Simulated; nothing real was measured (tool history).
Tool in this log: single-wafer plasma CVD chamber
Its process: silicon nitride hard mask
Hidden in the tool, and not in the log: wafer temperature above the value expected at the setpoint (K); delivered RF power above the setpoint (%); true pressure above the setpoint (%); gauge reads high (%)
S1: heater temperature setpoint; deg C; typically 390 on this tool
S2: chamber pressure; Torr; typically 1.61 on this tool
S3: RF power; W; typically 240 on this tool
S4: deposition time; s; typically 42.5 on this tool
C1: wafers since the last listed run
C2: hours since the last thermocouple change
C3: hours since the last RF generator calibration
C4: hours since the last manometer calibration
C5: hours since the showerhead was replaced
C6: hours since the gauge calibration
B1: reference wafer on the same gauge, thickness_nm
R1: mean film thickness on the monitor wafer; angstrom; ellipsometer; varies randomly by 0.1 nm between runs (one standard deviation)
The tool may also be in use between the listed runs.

| run | hour | S1 | S2 | S3 | S4 | C1 | C2 | C3 | C4 | C5 | C6 | B1 | R1 |
|---|---|---|---|---|---|---|---|---|---|---|---|---|---|
| 1 | 0 | 390 | 1.61 | 240 | 42.5 | 0 | 585.8 | 1197.3 | 2020 | 2483.5 | 305.5 | 45.697 | 398.97 |
| 2 | 46.9 | 390 | 1.61 | 240 | 42.5 | 659 | 632.7 | 1244.2 | 2066.9 | 2530.4 | 352.4 | 45.717 | 400.24 |
| 3 | 150.4 | 390 | 1.61 | 240 | 42.5 | 1455 | 736.2 | 1347.7 | 2170.4 | 2633.9 | 455.9 | 45.724 | 398.09 |
| 4 | 209 | 390 | 1.61 | 240 | 42.5 | 824 | 794.8 | 1406.3 | 2229 | 2692.5 | 514.5 | 45.732 | 398.69 |
| 5 | 267.5 | 390 | 1.61 | 240 | 42.5 | 822 | 853.3 | 1464.8 | 2287.5 | 2751 | 573 | 45.704 | 397.33 |
| 6 | 375.2 | 390 | 1.61 | 240 | 42.5 | 1515 | 961 | 1572.5 | 2395.2 | 2858.7 | 680.7 | 45.653 | 398.87 |
|  | 447.4 | showerhead replaced |
| 7 | 467.1 | 390 | 1.61 | 270 | 42.5 | 1180 | 1052.9 | 1664.4 | 2487.1 | 19.7 | 772.6 | 45.708 | 433.82 |
|  | 498.4 | gauge calibrated |
| 8 | 517.5 | 383 | 1.61 | 240 | 42.5 | 708 | 1103.3 | 1714.8 | 2537.5 | 70.1 | 19.1 | 45.733 | 397.1 |
|  | 567.9 | capacitance manometer re-zeroed and calibrated |
| 9 | 614 | 390 | 1.34 | 240 | 49 | 1244 | 1199.8 | 1811.3 | 46.1 | 166.6 | 115.6 | 45.638 | 400.49 |
|  | 626.4 | thermocouple changed; heater temperature recalibrated |
| 10 | 650.2 | 380 | 1.61 | 210 | 42.5 | 396 | 23.8 | 1847.5 | 82.3 | 202.8 | 151.8 | 45.727 | 346.17 |

The next listed run, before its measurement:
| 11 | 713.5 | 390 | 1.61 | 240 | 42.5 | 890 | 87.1 | 1910.8 | 145.6 | 266.1 | 215.1 | ? | ? |

{"run 11": {"B1": 45.697, "R1": 384.98}}
Minus the tool's unlogged condition, the same run would have read R1 393.49 angstrom.

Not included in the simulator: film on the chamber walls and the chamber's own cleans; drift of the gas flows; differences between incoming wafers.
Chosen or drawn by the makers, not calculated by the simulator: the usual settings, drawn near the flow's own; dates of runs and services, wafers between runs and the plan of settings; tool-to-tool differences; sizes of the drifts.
